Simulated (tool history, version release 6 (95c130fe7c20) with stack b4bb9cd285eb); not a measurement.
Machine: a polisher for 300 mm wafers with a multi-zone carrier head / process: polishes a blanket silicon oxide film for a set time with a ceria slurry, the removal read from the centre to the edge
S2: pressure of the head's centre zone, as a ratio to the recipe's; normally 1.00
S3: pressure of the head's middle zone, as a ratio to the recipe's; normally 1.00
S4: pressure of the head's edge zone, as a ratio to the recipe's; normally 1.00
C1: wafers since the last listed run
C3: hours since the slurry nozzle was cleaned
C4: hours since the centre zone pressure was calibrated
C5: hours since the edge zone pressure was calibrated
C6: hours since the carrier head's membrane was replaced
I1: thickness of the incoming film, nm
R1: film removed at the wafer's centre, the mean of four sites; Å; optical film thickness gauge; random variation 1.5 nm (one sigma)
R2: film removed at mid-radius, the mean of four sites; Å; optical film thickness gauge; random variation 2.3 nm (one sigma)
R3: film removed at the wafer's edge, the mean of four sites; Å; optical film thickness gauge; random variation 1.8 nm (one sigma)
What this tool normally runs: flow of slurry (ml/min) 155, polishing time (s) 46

{"run": 1, "day": 0.0, "flow of slurry (ml/min)": 155, "S2": 1.0, "S3": 0.97, "S4": 1.0, "polishing time (s)": 46, "C1": 0, "wafers polished on this pad": 997, "C3": 590.0, "C4": 1151.2, "C5": 925.1, "C6": 1234.1, "I1": 1080.7, "R1": 2045, "R2": 2102, "R3": 2057}
{"day": 0.692, "done": "worn pad replaced by a new one"}
{"run": 2, "day": 1.079, "flow of slurry (ml/min)": 155, "S2": 1.0, "S3": 0.97, "S4": 1.0, "polishing time (s)": 46, "C1": 284, "wafers polished on this pad": 121, "C3": 615.9, "C4": 1177.1, "C5": 951.0, "C6": 1260.0, "I1": 1097.1, "R1": 2064, "R2": 2058, "R3": 2068}
{"run": 3, "day": 1.804, "flow of slurry (ml/min)": 155, "S2": 1.0, "S3": 1.09, "S4": 1.0, "polishing time (s)": 46, "C1": 225, "wafers polished on this pad": 347, "C3": 633.3, "C4": 1194.5, "C5": 968.4, "C6": 1277.4, "I1": 1109.4, "R1": 2026, "R2": 2235, "R3": 2061}
{"run": 4, "day": 2.379, "flow of slurry (ml/min)": 155, "S2": 1.05, "S3": 1.0, "S4": 1.0, "polishing time (s)": 46, "C1": 179, "wafers polished on this pad": 526, "C3": 647.1, "C4": 1208.3, "C5": 982.2, "C6": 1291.2, "I1": 1096.0, "R1": 2158, "R2": 2113, "R3": 2069}
{"day": 4.317, "done": "worn pad replaced by a new one"}
{"run": 5, "day": 4.338, "flow of slurry (ml/min)": 130, "S2": 1.0, "S3": 1.0, "S4": 0.96, "polishing time (s)": 46, "C1": 558, "wafers polished on this pad": 6, "C3": 694.1, "C4": 1255.3, "C5": 1029.2, "C6": 1338.2, "I1": 1100.0, "R1": 1938, "R2": 1984, "R3": 1968}
{"run": 6, "day": 5.012, "flow of slurry (ml/min)": 155, "S2": 1.0, "S3": 1.0, "S4": 0.96, "polishing time (s)": 46, "C1": 210, "wafers polished on this pad": 217, "C3": 710.3, "C4": 1271.5, "C5": 1045.4, "C6": 1354.4, "I1": 1099.8, "R1": 2030, "R2": 2099, "R3": 2029}
{"run": 7, "day": 6.475, "flow of slurry (ml/min)": 155, "S2": 1.0, "S3": 1.0, "S4": 0.96, "polishing time (s)": 46, "C1": 455, "wafers polished on this pad": 672, "C3": 745.4, "C4": 1306.6, "C5": 1080.5, "C6": 1389.5, "I1": 1098.8, "R1": 2047, "R2": 2119, "R3": 2037}
{"day": 6.621, "done": "centre zone pressure recalibrated"}
{"day": 7.438, "done": "slurry nozzle cleaned"}
{"run": 8, "day": 7.767, "flow of slurry (ml/min)": 155, "S2": 1.0, "S3": 1.0, "S4": 0.96, "polishing time (s)": 46, "C1": 363, "wafers polished on this pad": 1036, "C3": 7.9, "C4": 27.5, "C5": 1111.5, "C6": 1420.5, "I1": 1102.6, "R1": 1950, "R2": 2021, "R3": 1966}
{"day": 8.612, "done": "worn pad replaced by a new one"}
{"day": 9.979, "done": "edge zone pressure recalibrated"}
{"day": 10.054, "done": "carrier head's membrane replaced by a new one"}
{"run": 9, "day": 10.296, "flow of slurry (ml/min)": 155, "S2": 1.0, "S3": 0.96, "S4": 1.0, "polishing time (s)": 46, "C1": 686, "wafers polished on this pad": 475, "C3": 68.6, "C4": 88.2, "C5": 7.6, "C6": 5.8, "I1": 1100.3, "R1": 1907, "R2": 1919, "R3": 2026}
{"run": 10, "day": 11.717, "flow of slurry (ml/min)": 155, "S2": 1.0, "S3": 0.96, "S4": 1.0, "polishing time (s)": 46, "C1": 442, "wafers polished on this pad": 918, "C3": 102.7, "C4": 122.3, "C5": 41.7, "C6": 39.9, "I1": 1098.0, "R1": 1894, "R2": 1929, "R3": 1979}
{"day": 11.983, "done": "slurry nozzle cleaned, repeated, since the last time left the tool worse"}
{"day": 12.696, "done": "worn pad replaced by a new one"}
{"run": 11, "day": 12.788, "flow of slurry (ml/min)": 180, "S2": 0.88, "S3": 1.0, "S4": 1.03, "polishing time (s)": 46, "C1": 268, "wafers polished on this pad": 28, "C3": 19.3, "C4": 148.0, "C5": 67.4, "C6": 65.6, "I1": 1081.2, "R1": 1954, "R2": 2222, "R3": 2183}
{"run": 12, "day": 13.638, "flow of slurry (ml/min)": 155, "S2": 1.0, "S3": 1.0, "S4": 1.0, "polishing time (s)": 46, "C1": 264, "wafers polished on this pad": 293, "C3": 39.7, "C4": 168.4, "C5": 87.8, "C6": 86.0, "I1": 1089.6, "R1": 2099, "R2": 2168, "R3": 2143}
{"run": 13, "day": 14.146, "flow of slurry (ml/min)": 155, "S2": 0.91, "S3": 1.09, "S4": 1.0, "polishing time (s)": 46, "C1": 158, "wafers polished on this pad": 452, "C3": 51.9, "C4": 180.6, "C5": 100.0, "C6": 98.2, "I1": 1089.1, "R1": 1934, "R2": 2306, "R3": 2134}
{"run": 14, "day": 14.983, "flow of slurry (ml/min)": 155, "S2": 1.0, "S3": 1.09, "S4": 1.0, "polishing time (s)": 46, "C1": 260, "wafers polished on this pad": 712, "C3": 72.0, "C4": 200.7, "C5": 120.1, "C6": 118.3, "I1": 1106.6, "R1": 2126, "R2": 2253, "R3": 2157}
{"run": 15, "day": 15.533, "flow of slurry (ml/min)": 155, "S2": 1.0, "S3": 1.09, "S4": 0.9, "polishing time (s)": 46, "C1": 171, "wafers polished on this pad": 884, "C3": 85.2, "C4": 213.9, "C5": 133.3, "C6": 131.5, "I1": 1098.8, "R1": 2118, "R2": 2264, "R3": 2053}
{"run": 16, "day": 16.688, "flow of slurry (ml/min)": 155, "S2": 1.09, "S3": 1.0, "S4": 1.1, "polishing time (s)": 51, "C1": 359, "wafers polished on this pad": 1243, "C3": 112.9, "C4": 241.6, "C5": 161.0, "C6": 159.2, "I1": 1084.0, "R1": 2544, "R2": 2452, "R3": 2434}
{"day": 16.858, "done": "worn pad replaced by a new one"}
{"run": 17, "day": 17.221, "flow of slurry (ml/min)": 130, "S2": 1.0, "S3": 1.0, "S4": 0.96, "polishing time (s)": 46, "C1": 114, "wafers polished on this pad": 112, "C3": 125.7, "C4": 254.4, "C5": 173.8, "C6": 172.0, "I1": 1109.8, "R1": 2035, "R2": 2067, "R3": 2027}
{"run": 18, "day": 18.067, "flow of slurry (ml/min)": 120, "S2": 1.11, "S3": 1.0, "S4": 1.06, "polishing time (s)": 33, "C1": 263, "wafers polished on this pad": 375, "C3": 146.0, "C4": 274.7, "C5": 194.1, "C6": 192.3, "I1": 1110.6, "R1": 1580, "R2": 1415, "R3": 1494}
{"run": 19, "day": 18.775, "flow of slurry (ml/min)": 155, "S2": 0.96, "S3": 1.0, "S4": 1.0, "polishing time (s)": 46, "C1": 220, "wafers polished on this pad": 596, "C3": 163.0, "C4": 291.7, "C5": 211.1, "C6": 209.3, "I1": 1103.2, "R1": 2011, "R2": 2159, "R3": 2109}
{"run": 20, "day": 19.804, "flow of slurry (ml/min)": 100, "S2": 1.07, "S3": 0.9, "S4": 1.0, "polishing time (s)": 46, "C1": 320, "wafers polished on this pad": 917, "C3": 187.7, "C4": 316.4, "C5": 235.8, "C6": 234.0, "I1": 1082.1, "R1": 1936, "R2": 1770, "R3": 1959}

Each row is a separate what-if for the run after 20, all from the same tool condition, not one after another. Results?
{"run": "A", "day": 19.821, "flow of slurry (ml/min)": 155, "S2": 1.0, "S3": 1.0, "S4": 1.0, "polishing time (s)": 46, "C1": 5, "wafers polished on this pad": 922, "C3": 188.1, "C4": 316.8, "C5": 236.2, "C6": 234.4, "I1": 1104.9, "R1": "?", "R2": "?", "R3": "?"}
{"run": "B", "day": 19.821, "flow of slurry (ml/min)": 155, "S2": 0.95, "S3": 1.0, "S4": 1.1, "polishing time (s)": 46, "C1": 5, "wafers polished on this pad": 922, "C3": 188.1, "C4": 316.8, "C5": 236.2, "C6": 234.4, "I1": 1104.9, "R1": "?", "R2": "?", "R3": "?"}
{"run": "C", "day": 19.821, "flow of slurry (ml/min)": 155, "S2": 1.0, "S3": 1.03, "S4": 1.0, "polishing time (s)": 46, "C1": 5, "wafers polished on this pad": 922, "C3": 188.1, "C4": 316.8, "C5": 236.2, "C6": 234.4, "I1": 1104.9, "R1": "?", "R2": "?", "R3": "?"}
{"run": "D", "day": 19.821, "flow of slurry (ml/min)": 170, "S2": 1.04, "S3": 1.07, "S4": 1.0, "polishing time (s)": 41, "C1": 5, "wafers polished on this pad": 922, "C3": 188.1, "C4": 316.8, "C5": 236.2, "C6": 234.4, "I1": 1104.9, "R1": "?", "R2": "?", "R3": "?"}

run=A R1=2076 R2=2126 R3=2106
run=B R1=1971 R2=2127 R3=2171
run=C R1=2076 R2=2161 R3=2106
run=D R1=1969 R2=2007 R3=1903
Take away the tool's hidden state, keep each run's random variation, and the runs would have read:
run=A R1=2130 R2=2175 R3=2141
run=B R1=2023 R2=2176 R3=2207
run=C R1=2131 R2=2211 R3=2140
run=D R1=2016 R2=2049 R3=1932
